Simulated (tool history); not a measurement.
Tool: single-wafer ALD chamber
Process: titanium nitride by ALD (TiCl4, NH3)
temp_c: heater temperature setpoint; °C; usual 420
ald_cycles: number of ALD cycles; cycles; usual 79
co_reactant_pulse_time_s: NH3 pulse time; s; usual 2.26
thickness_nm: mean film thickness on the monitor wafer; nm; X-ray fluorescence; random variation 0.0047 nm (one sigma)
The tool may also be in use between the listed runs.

| run | hour | temp_c | ald_cycles | co_reactant_pulse_time_s | wafers since the last listed run | hours since the last thermocouple change | hours since the showerhead was replaced | hours since the gauge calibration | read-back reference wafer on the same gauge, thickness_nm | thickness_nm |
|---|---|---|---|---|---|---|---|---|---|---|
| 1 | 0.0 | 420 | 79 | 2.26 | 0 | 1301.0 | 1485.4 | 86.3 | 2.095 | 1.881 |
| 2 | 25.6 | 420 | 79 | 2.26 | 68 | 1326.6 | 1511.0 | 111.9 | 2.099 | 1.881 |
| 3 | 51.7 | 420 | 79 | 2.26 | 69 | 1352.7 | 1537.1 | 138.0 | 2.101 | 1.882 |
| 4 | 74.6 | 420 | 79 | 2.26 | 61 | 1375.6 | 1560.0 | 160.9 | 2.103 | 1.881 |
| 5 | 103.3 | 420 | 90 | 1.99 | 76 | 1404.3 | 1588.7 | 189.6 | 2.107 | 2.140 |
| 6 | 138.1 | 420 | 90 | 1.99 | 93 | 1439.1 | 1623.5 | 224.4 | 2.109 | 2.147 |
| 7 | 154.3 | 420 | 90 | 1.99 | 43 | 1455.3 | 1639.7 | 240.6 | 2.111 | 2.144 |
| 8 | 180.1 | 420 | 79 | 2.26 | 69 | 1481.1 | 1665.5 | 266.4 | 2.111 | 1.896 |
| 9 | 212.1 | 420 | 79 | 2.26 | 85 | 1513.1 | 1697.5 | 298.4 | 2.114 | 1.886 |
| 10 | 247.9 | 420 | 79 | 2.26 | 95 | 1548.9 | 1733.3 | 334.2 | 2.115 | 1.888 |
| 11 | 263.6 | 429 | 86 | 2.26 | 42 | 1564.6 | 1749.0 | 349.9 | 2.116 | 2.067 |
|  | 275.8 | thermocouple changed; heater temperature recalibrated |
| 12 | 284.4 | 429 | 86 | 2.26 | 34 | 8.6 | 1769.8 | 370.7 | 2.117 | 2.061 |
| 13 | 317.3 | 420 | 86 | 2.26 | 88 | 41.5 | 1802.7 | 403.6 | 2.118 | 2.054 |
| 14 | 349.9 | 420 | 79 | 2.26 | 87 | 74.1 | 1835.3 | 436.2 | 2.120 | 1.891 |
| 15 | 365.5 | 420 | 79 | 2.26 | 41 | 89.7 | 1850.9 | 451.8 | 2.120 | 1.900 |
| 16 | 378.9 | 420 | 79 | 2.26 | 35 | 103.1 | 1864.3 | 465.2 | 2.121 | 1.908 |
| 17 | 391.3 | 420 | 79 | 2.26 | 33 | 115.5 | 1876.7 | 477.6 | 2.120 | 1.903 |
| 18 | 426.8 | 406 | 79 | 1.42 | 95 | 151.0 | 1912.2 | 513.1 | 2.122 | 1.837 |
| 19 | 457.6 | 420 | 69 | 2.26 | 82 | 181.8 | 1943.0 | 543.9 | 2.122 | 1.661 |
| 20 | 482.4 | 420 | 79 | 2.26 | 66 | 206.6 | 1967.8 | 568.7 | 2.124 | 1.890 |
| 21 | 507.9 | 420 | 79 | 2.26 | 68 | 232.1 | 1993.3 | 594.2 | 2.123 | 1.899 |
| 22 | 543.7 | 420 | 79 | 2.26 | 95 | 267.9 | 2029.1 | 630.0 | 2.123 | 1.898 |
| 23 | 649.2 | 429 | 86 | 2.26 | 282 | 373.4 | 2134.6 | 735.5 | 2.126 | 2.066 |
| 24 | 667.4 | 420 | 79 | 2.26 | 48 | 391.6 | 2152.8 | 753.7 | 2.124 | 1.904 |
| 25 | 690.2 | 413 | 79 | 2.26 | 61 | 414.4 | 2175.6 | 776.5 | 2.125 | 1.901 |
| 26 | 722.0 | 427 | 79 | 2.26 | 85 | 446.2 | 2207.4 | 808.3 | 2.127 | 1.915 |
| 27 | 755.6 | 427 | 79 | 1.48 | 90 | 479.8 | 2241.0 | 841.9 | 2.126 | 1.875 |
| 28 | 780.9 | 420 | 83 | 2.00 | 67 | 505.1 | 2266.3 | 867.2 | 2.126 | 1.987 |
|  | 793.8 | showerhead replaced |
| 29 | 812.5 | 420 | 79 | 2.26 | 63 | 536.7 | 18.7 | 898.8 | 2.126 | 1.904 |
| 30 | 834.4 | 420 | 79 | 2.26 | 58 | 558.6 | 40.6 | 920.7 | 2.127 | 1.910 |
| 31 | 854.0 | 420 | 88 | 2.61 | 52 | 578.2 | 60.2 | 940.3 | 2.127 | 2.128 |
|  | 876.8 | gauge calibrated |
| 32 | 879.8 | 427 | 74 | 1.93 | 69 | 604.0 | 86.0 | 3.0 | 2.078 | 1.742 |
| 33 | 901.6 | 420 | 79 | 2.26 | 58 | 625.8 | 107.8 | 24.8 | 2.082 | 1.863 |
| 34 | 1003.8 | 420 | 79 | 1.90 | 273 | 728.0 | 210.0 | 127.0 | 2.094 | 1.861 |
| 35 | 1030.0 | 428 | 79 | 2.26 | 70 | 754.2 | 236.2 | 153.2 | 2.098 | 1.886 |
| 36 | 1058.9 | 420 | 79 | 2.26 | 77 | 783.1 | 265.1 | 182.1 | 2.102 | 1.885 |
| 37 | 1089.5 | 430 | 79 | 1.56 | 82 | 813.7 | 295.7 | 212.7 | 2.103 | 1.865 |
| 38 | 1102.9 | 420 | 74 | 2.82 | 35 | 827.1 | 309.1 | 226.1 | 2.102 | 1.776 |
| 39 | 1120.7 | 420 | 79 | 2.85 | 47 | 844.9 | 326.9 | 243.9 | 2.103 | 1.899 |
| 40 | 1156.0 | 420 | 79 | 2.26 | 94 | 880.2 | 362.2 | 279.2 | 2.105 | 1.883 |
| 41 | 1172.5 | 426 | 66 | 3.07 | 44 | 896.7 | 378.7 | 295.7 | 2.108 | 1.583 |

Entry by entry between the runs, the difference in hidden state between the last listed run before and the first listed run after:
Run 11 -> run 12: thermocouple changed; heater temperature recalibrated (hour 275.8)
  gauge reads high (%): 1.71 -> 1.75
  difference, measured minus the result without the unlogged condition, thickness_nm: +0.035 -> +0.036 nm
Run 28 -> run 29: showerhead replaced (hour 793.8)
  gauge reads high (%): 2.23 -> 2.24
  difference, measured minus the result without the unlogged condition, thickness_nm: +0.043 -> +0.042 nm
Run 31 -> run 32: gauge calibrated (hour 876.8)
  gauge reads high (%): 2.25 -> -0.0396
  difference, measured minus the result without the unlogged condition, thickness_nm: +0.047 -> -0.001 nm
